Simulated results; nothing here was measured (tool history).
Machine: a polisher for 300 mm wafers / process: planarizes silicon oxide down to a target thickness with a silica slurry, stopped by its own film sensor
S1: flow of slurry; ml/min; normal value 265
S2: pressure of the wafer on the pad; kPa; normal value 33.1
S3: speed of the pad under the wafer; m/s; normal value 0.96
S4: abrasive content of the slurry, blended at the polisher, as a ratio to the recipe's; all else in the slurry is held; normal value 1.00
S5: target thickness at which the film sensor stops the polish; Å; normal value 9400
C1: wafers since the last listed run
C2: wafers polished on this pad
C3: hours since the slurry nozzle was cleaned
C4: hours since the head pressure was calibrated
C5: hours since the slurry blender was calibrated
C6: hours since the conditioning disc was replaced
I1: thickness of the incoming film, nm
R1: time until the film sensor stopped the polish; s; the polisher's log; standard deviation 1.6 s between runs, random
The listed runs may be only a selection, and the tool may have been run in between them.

{"run": 1, "hour": 0.0, "S1": 265, "S2": 33.1, "S3": 0.96, "S4": 1.0, "S5": 9400, "C1": 0, "C2": 1349, "C3": 289.1, "C4": 838.5, "C5": 119.9, "C6": 147.9, "I1": 1277.0, "R1": 87.6}
{"hour": 41.2, "done": "slurry nozzle cleaned"}
{"run": 2, "hour": 61.4, "S1": 265, "S2": 33.1, "S3": 0.96, "S4": 1.0, "S5": 9400, "C1": 680, "C2": 2030, "C3": 20.2, "C4": 899.9, "C5": 181.3, "C6": 209.3, "I1": 1276.9, "R1": 88.6}
{"run": 3, "hour": 124.6, "S1": 265, "S2": 33.1, "S3": 0.96, "S4": 1.0, "S5": 9400, "C1": 711, "C2": 2741, "C3": 83.4, "C4": 963.1, "C5": 244.5, "C6": 272.5, "I1": 1292.3, "R1": 94.3}
{"hour": 157.6, "done": "conditioning disc replaced and pad reconditioned"}
{"hour": 158.4, "done": "worn pad replaced by a new one"}
{"hour": 160.0, "done": "slurry blender recalibrated"}
{"run": 4, "hour": 182.0, "S1": 265, "S2": 33.1, "S3": 0.96, "S4": 1.0, "S5": 9400, "C1": 597, "C2": 248, "C3": 140.8, "C4": 1020.5, "C5": 22.0, "C6": 24.4, "I1": 1288.5, "R1": 87.2}
{"run": 5, "hour": 236.7, "S1": 265, "S2": 33.1, "S3": 0.96, "S4": 1.0, "S5": 9400, "C1": 616, "C2": 864, "C3": 195.5, "C4": 1075.2, "C5": 76.7, "C6": 79.1, "I1": 1256.0, "R1": 81.6}
{"run": 6, "hour": 266.0, "S1": 265, "S2": 33.1, "S3": 0.96, "S4": 1.0, "S5": 9400, "C1": 329, "C2": 1194, "C3": 224.8, "C4": 1104.5, "C5": 106.0, "C6": 108.4, "I1": 1284.6, "R1": 92.2}
{"run": 7, "hour": 313.9, "S1": 265, "S2": 33.1, "S3": 0.96, "S4": 1.0, "S5": 8550, "C1": 539, "C2": 1733, "C3": 272.7, "C4": 1152.4, "C5": 153.9, "C6": 156.3, "I1": 1264.1, "R1": 111.9}
{"run": 8, "hour": 352.1, "S1": 265, "S2": 33.1, "S3": 0.96, "S4": 1.0, "S5": 8550, "C1": 430, "C2": 2163, "C3": 310.9, "C4": 1190.6, "C5": 192.1, "C6": 194.5, "I1": 1261.3, "R1": 112.1}
{"run": 9, "hour": 386.8, "S1": 265, "S2": 33.1, "S3": 0.96, "S4": 1.0, "S5": 9810, "C1": 390, "C2": 2554, "C3": 345.6, "C4": 1225.3, "C5": 226.8, "C6": 229.2, "I1": 1268.3, "R1": 79.6}
{"hour": 423.4, "done": "slurry blender recalibrated"}
{"run": 10, "hour": 444.6, "S1": 265, "S2": 33.1, "S3": 0.96, "S4": 1.0, "S5": 9400, "C1": 628, "C2": 3183, "C3": 403.4, "C4": 1283.1, "C5": 21.2, "C6": 287.0, "I1": 1271.0, "R1": 78.1}
{"hour": 460.9, "done": "slurry nozzle cleaned"}
{"hour": 473.1, "done": "worn pad replaced by a new one"}
{"hour": 501.4, "done": "conditioning disc replaced and pad reconditioned"}
{"run": 11, "hour": 504.9, "S1": 265, "S2": 33.1, "S3": 0.96, "S4": 1.0, "S5": 9400, "C1": 600, "C2": 335, "C3": 44.0, "C4": 1343.4, "C5": 81.5, "C6": 3.5, "I1": 1273.4, "R1": 83.1}
{"run": 12, "hour": 539.8, "S1": 265, "S2": 33.1, "S3": 0.96, "S4": 1.0, "S5": 9400, "C1": 393, "C2": 728, "C3": 78.9, "C4": 1378.3, "C5": 116.4, "C6": 38.4, "I1": 1284.8, "R1": 90.4}
{"run": 13, "hour": 566.3, "S1": 265, "S2": 33.1, "S3": 0.96, "S4": 1.3, "S5": 9400, "C1": 298, "C2": 1026, "C3": 105.4, "C4": 1404.8, "C5": 142.9, "C6": 64.9, "I1": 1303.6, "R1": 85.6}
{"run": 14, "hour": 592.5, "S1": 265, "S2": 33.1, "S3": 0.84, "S4": 1.15, "S5": 9400, "C1": 295, "C2": 1321, "C3": 131.6, "C4": 1431.0, "C5": 169.1, "C6": 91.1, "I1": 1273.0, "R1": 85.5}
{"hour": 618.0, "done": "head pressure recalibrated"}
{"run": 15, "hour": 634.2, "S1": 265, "S2": 33.1, "S3": 0.66, "S4": 1.0, "S5": 9400, "C1": 447, "C2": 1768, "C3": 173.3, "C4": 16.2, "C5": 210.8, "C6": 132.8, "I1": 1283.0, "R1": 121.2}
{"run": 16, "hour": 694.6, "S1": 195, "S2": 33.1, "S3": 0.96, "S4": 1.25, "S5": 8660, "C1": 680, "C2": 2449, "C3": 233.7, "C4": 76.6, "C5": 271.2, "C6": 193.2, "I1": 1275.5, "R1": 111.7}
{"hour": 704.4, "done": "slurry blender recalibrated"}
{"hour": 756.6, "done": "worn pad replaced by a new one"}
{"run": 17, "hour": 759.6, "S1": 320, "S2": 29.0, "S3": 0.76, "S4": 1.0, "S5": 10150, "C1": 664, "C2": 34, "C3": 298.7, "C4": 141.6, "C5": 55.2, "C6": 258.2, "I1": 1301.7, "R1": 94.9}
{"hour": 784.9, "done": "conditioning disc replaced and pad reconditioned"}
{"run": 18, "hour": 789.1, "S1": 265, "S2": 28.3, "S3": 0.96, "S4": 1.2, "S5": 9400, "C1": 309, "C2": 344, "C3": 328.2, "C4": 171.1, "C5": 84.7, "C6": 4.2, "I1": 1288.6, "R1": 99.2}
{"hour": 859.3, "done": "slurry nozzle cleaned"}
{"run": 19, "hour": 902.6, "S1": 320, "S2": 29.0, "S3": 0.76, "S4": 1.0, "S5": 10150, "C1": 1267, "C2": 1611, "C3": 43.3, "C4": 284.6, "C5": 198.2, "C6": 117.7, "I1": 1279.1, "R1": 92.8}
{"run": 20, "hour": 928.8, "S1": 265, "S2": 33.1, "S3": 0.96, "S4": 1.0, "S5": 9400, "C1": 295, "C2": 1906, "C3": 69.5, "C4": 310.8, "C5": 224.4, "C6": 143.9, "I1": 1271.5, "R1": 90.4}
{"run": 21, "hour": 981.5, "S1": 265, "S2": 33.1, "S3": 0.76, "S4": 1.1, "S5": 9400, "C1": 593, "C2": 2499, "C3": 122.2, "C4": 363.5, "C5": 277.1, "C6": 196.6, "I1": 1271.6, "R1": 100.2}
{"hour": 1008.6, "done": "slurry blender recalibrated"}
{"hour": 1039.8, "done": "worn pad replaced by a new one"}
{"hour": 1079.6, "done": "conditioning disc replaced and pad reconditioned"}
{"run": 22, "hour": 1152.7, "S1": 225, "S2": 44.1, "S3": 0.96, "S4": 0.75, "S5": 9400, "C1": 1837, "C2": 1248, "C3": 293.4, "C4": 534.7, "C5": 144.1, "C6": 73.1, "I1": 1295.9, "R1": 82.2}
{"run": 23, "hour": 1196.7, "S1": 265, "S2": 33.1, "S3": 0.76, "S4": 1.0, "S5": 9400, "C1": 495, "C2": 1744, "C3": 337.4, "C4": 578.7, "C5": 188.1, "C6": 117.1, "I1": 1268.7, "R1": 101.8}
{"hour": 1237.9, "done": "slurry nozzle cleaned"}
{"run": 24, "hour": 1250.5, "S1": 265, "S2": 37.2, "S3": 0.96, "S4": 1.0, "S5": 9400, "C1": 594, "C2": 2338, "C3": 12.6, "C4": 632.5, "C5": 241.9, "C6": 170.9, "I1": 1284.4, "R1": 80.7}

Predict each of these 5 candidate next runs independently; none follows another, all start after run 24:
{"run": "A", "hour": 1251.0, "S1": 265, "S2": 33.1, "S3": 0.96, "S4": 1.0, "S5": 9400, "C1": 5, "C2": 2344, "C3": 13.1, "C4": 633.0, "C5": 242.4, "C6": 171.4, "I1": 1281.8, "R1": "?"}
{"run": "B", "hour": 1251.0, "S1": 265, "S2": 40.0, "S3": 0.96, "S4": 1.1, "S5": 9400, "C1": 5, "C2": 2344, "C3": 13.1, "C4": 633.0, "C5": 242.4, "C6": 171.4, "I1": 1281.8, "R1": "?"}
{"run": "C", "hour": 1251.0, "S1": 340, "S2": 33.1, "S3": 0.72, "S4": 1.15, "S5": 10270, "C1": 5, "C2": 2344, "C3": 13.1, "C4": 633.0, "C5": 242.4, "C6": 171.4, "I1": 1281.8, "R1": "?"}
{"run": "D", "hour": 1251.0, "S1": 265, "S2": 33.1, "S3": 0.82, "S4": 1.0, "S5": 9400, "C1": 5, "C2": 2344, "C3": 13.1, "C4": 633.0, "C5": 242.4, "C6": 171.4, "I1": 1281.8, "R1": "?"}
{"run": "E", "hour": 1251.0, "S1": 220, "S2": 33.1, "S3": 0.7, "S4": 1.25, "S5": 9400, "C1": 5, "C2": 2344, "C3": 13.1, "C4": 633.0, "C5": 242.4, "C6": 171.4, "I1": 1281.8, "R1": "?"}

run=A R1=92.1
run=B R1=73.5
run=C R1=76.6
run=D R1=101.9
run=E R1=105.2
What these runs would have given with no unlogged condition in the tool:
run=A R1=87.9
run=B R1=70.5
run=C R1=73.6
run=D R1=97.2
run=E R1=101.6

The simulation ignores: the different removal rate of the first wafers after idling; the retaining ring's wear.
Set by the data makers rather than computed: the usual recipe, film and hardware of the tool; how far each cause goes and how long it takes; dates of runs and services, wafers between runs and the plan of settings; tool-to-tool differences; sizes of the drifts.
